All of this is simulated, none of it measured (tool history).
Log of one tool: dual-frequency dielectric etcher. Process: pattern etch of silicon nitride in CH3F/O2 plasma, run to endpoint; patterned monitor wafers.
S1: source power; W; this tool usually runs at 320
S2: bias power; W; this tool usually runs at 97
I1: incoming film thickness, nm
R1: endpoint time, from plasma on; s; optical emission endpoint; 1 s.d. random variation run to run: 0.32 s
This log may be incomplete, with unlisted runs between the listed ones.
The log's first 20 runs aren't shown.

run 21 hour=621.1 | S1=320 S2=97 | I1=60.1 | R1=63.4
run 22 hour=646.7 | S1=320 S2=97 | I1=59.8 | R1=63.1
run 23 hour=666.3 | S1=290 S2=97 | I1=59.2 | R1=65.1
run 24 hour=685.7 | S1=370 S2=105 | I1=59.6 | R1=59.1
run 25 hour=702.8 | S1=350 S2=77 | I1=59.6 | R1=65.2
run 26 hour=729.3 | S1=280 S2=87 | I1=60.0 | R1=68.6
run 27 hour=756.0 | S1=260 S2=97 | I1=60.4 | R1=70.0
run 28 hour=776.9 | S1=380 S2=97 | I1=59.6 | R1=60.1
run 29 hour=792.1 | S1=370 S2=81 | I1=59.8 | R1=64.1
run 30 hour=820.0 | S1=300 S2=105 | I1=60.5 | R1=65.5
run 31 hour=851.5 | S1=320 S2=82 | I1=59.3 | R1=67.1
run 32 hour=881.6 | S1=360 S2=82 | I1=59.5 | R1=64.7
run 33 hour=905.7 | S1=390 S2=86 | I1=59.7 | R1=62.6
run 34 hour=928.3 | S1=250 S2=89 | I1=60.4 | R1=73.1

Each row is a separate what-if for the run after 34, all from the same tool condition, not one after another. Results?
run A hour=928.8 | S1=320 S2=110 | I1=59.3 | R1=?
run B hour=928.8 | S1=320 S2=76 | I1=59.3 | R1=?
run C hour=928.8 | S1=350 S2=120 | I1=59.3 | R1=?
run D hour=928.8 | S1=240 S2=117 | I1=59.3 | R1=?
run E hour=928.8 | S1=320 S2=89 | I1=59.3 | R1=?

run=A R1=62.8
run=B R1=68.5
run=C R1=59.6
run=D R1=68.2
run=E R1=66.2
Take away the tool's hidden state, keep each run's random variation, and the runs would have read:
run=A R1=60.4
run=B R1=65.9
run=C R1=57.3
run=D R1=65.6
run=E R1=63.6

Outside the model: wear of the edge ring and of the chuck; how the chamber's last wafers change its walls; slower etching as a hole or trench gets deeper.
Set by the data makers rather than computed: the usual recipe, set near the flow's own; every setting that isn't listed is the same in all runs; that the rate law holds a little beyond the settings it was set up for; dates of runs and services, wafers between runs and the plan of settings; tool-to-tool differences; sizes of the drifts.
